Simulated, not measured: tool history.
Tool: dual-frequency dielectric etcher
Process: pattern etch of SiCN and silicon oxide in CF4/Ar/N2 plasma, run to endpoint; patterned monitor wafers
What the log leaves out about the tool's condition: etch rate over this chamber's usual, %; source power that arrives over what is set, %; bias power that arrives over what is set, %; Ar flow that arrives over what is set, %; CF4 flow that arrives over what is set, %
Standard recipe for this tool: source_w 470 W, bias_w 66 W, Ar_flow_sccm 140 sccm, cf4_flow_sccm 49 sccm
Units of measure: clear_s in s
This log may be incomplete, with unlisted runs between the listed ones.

run    hour  source_w  bias_w  Ar_flow_sccm  cf4_flow_sccm  wafers since the last listed run  hours since the last wet clean  hours since the last source power generator calibration  hours since the last bias power generator calibration  hours since the last Ar flow controller change  hours since the last CF4 flow controller change  hours since the last upper electrode change  incoming incoming film thickness, nm  clear_s
  1       0       470      66           114             49                                 0                           195.1                                                   3630.4                                                 3201.6                                          3473.2                                           3217.7                                       2401.8                                 17.73     22.8
  2    70.6       470      66           140             49                               765                           265.7                                                     3701                                                 3272.2                                          3543.8                                           3288.3                                       2472.4                                 17.84     23.4
  3     122       470      66           140             49                               557                           317.1                                                   3752.4                                                 3323.6                                          3595.2                                           3339.7                                       2523.8                                 17.87     23.5
  4   174.3       470      66           140             49                               567                           369.4                                                   3804.7                                                 3375.9                                          3647.5                                             3392                                       2576.1                                 17.76     23.5
  5   201.9       470      66           140             49                               299                             397                                                   3832.3                                                 3403.5                                          3675.1                                           3419.6                                       2603.7                                 17.85     23.3
  6   269.4       470      66           140             49                               732                           464.5                                                   3899.8                                                   3471                                          3742.6                                           3487.1                                       2671.2                                 18.03     23.6
      332.5  -- wet clean of the chamber
      488.7  -- Ar flow controller replaced
  7   489.2       470      73           140             49                              2058                           156.7                                                   4119.6                                                 3690.8                                             0.5                                           3706.9                                         2891                                 17.83     21.9
  8   534.9       470      73           140             49                               495                           202.4                                                   4165.3                                                 3736.5                                            46.2                                           3752.6                                       2936.7                                 17.69     21.8
  9   572.5       470      66           140             49                               407                             240                                                   4202.9                                                 3774.1                                            83.8                                           3790.2                                       2974.3                                 17.82     22.5
      605.4  -- source power generator calibrated
 10   627.4       470      66           140             49                               552                           294.9                                                       22                                                   3829                                           138.7                                           3845.1                                       3029.2                                  17.8     22.5
      654.6  -- wet clean of the chamber, repeated, since the last time left the tool worse
 11   694.5       470      66           140             49                               467                            39.9                                                     89.1                                                 3896.1                                           205.8                                           3912.2                                       3096.3                                 17.82     23.9
      754.9  -- upper electrode replaced
      760.1  -- CF4 flow controller replaced
 12   760.6       470      60           140             44                               400                             106                                                    155.2                                                 3962.2                                           271.9                                              0.5                                          5.7                                 17.85     24.7
 13   806.7       440      66           162             49                               500                           152.1                                                    201.3                                                 4008.3                                             318                                             46.6                                         51.8                                 17.85     25.6
 14   848.6       440      66           162             49                               454                             194                                                    243.2                                                 4050.2                                           359.9                                             88.5                                         93.7                                 17.78     25.6
      873.9  -- bias power generator calibrated
 15   892.2       470      52           140             40                               429                           237.6                                                    286.8                                                   18.3                                           403.5                                            132.1                                        137.3                                 17.81     25.7
 16  1040.1       510      66           140             49                              1604                           385.5                                                    434.7                                                  166.2                                           551.4                                              280                                        285.2                                 17.78     21.6
 17    1075       530      66           113             49                               378                           420.4                                                    469.6                                                  201.1                                           586.3                                            314.9                                        320.1                                 17.73     20.2
 18  1110.5       470      60           140             44                               385                           455.9                                                    505.1                                                  236.6                                           621.8                                            350.4                                        355.6                                 17.78       24
 19  1142.3       470      66           140             56                               344                           487.7                                                    536.9                                                  268.4                                           653.6                                            382.2                                        387.4                                 17.73     22.7
     1176.8  -- wet clean of the chamber
 20  1207.4       380      54           168             38                               445                            30.6                                                      602                                                  333.5                                           718.7                                            447.3                                        452.5                                 17.81     32.1
 21    1276       430      57           172             43                               744                            99.2                                                    670.6                                                  402.1                                           787.3                                            515.9                                        521.1                                 17.73     27.7
 22  1346.6       570      56           124             58                               765                           169.8                                                    741.2                                                  472.7                                           857.9                                            586.5                                        591.7                                 17.89     19.8

Hidden condition of the tool, last listed run before each entry between runs versus first listed run after:
From run 6 to run 7: wet clean of the chamber (hour 332.5); Ar flow controller replaced (hour 488.7)
  etch rate over this chamber's usual, %: 2.44 -> 5.68
  measured less the result without the state, clear_s: -0.6 -> -1.3 s
From run 9 to run 10: source power generator calibrated (hour 605.4)
  etch rate over this chamber's usual, %: 6.15 -> 6.45
  measured less the result without the state, clear_s: -1.4 -> -1.5 s
From run 10 to run 11: wet clean of the chamber, repeated, since the last time left the tool worse (hour 654.6)
  etch rate over this chamber's usual, %: 6.45 -> 0.239
  measured less the result without the state, clear_s: -1.5 -> +0 s
From run 11 to run 12: upper electrode replaced (hour 754.9); CF4 flow controller replaced (hour 760.1)
  etch rate over this chamber's usual, %: 0.239 -> 0.607
  measured less the result without the state, clear_s: +0 -> -0.2 s
From run 14 to run 15: bias power generator calibrated (hour 873.9)
  etch rate over this chamber's usual, %: 1.1 -> 1.34
  measured less the result without the state, clear_s: -0.3 -> -0.3 s
From run 19 to run 20: wet clean of the chamber (hour 1176.8)
  etch rate over this chamber's usual, %: 2.73 -> 0.185
  measured less the result without the state, clear_s: -0.6 -> -0.1 s
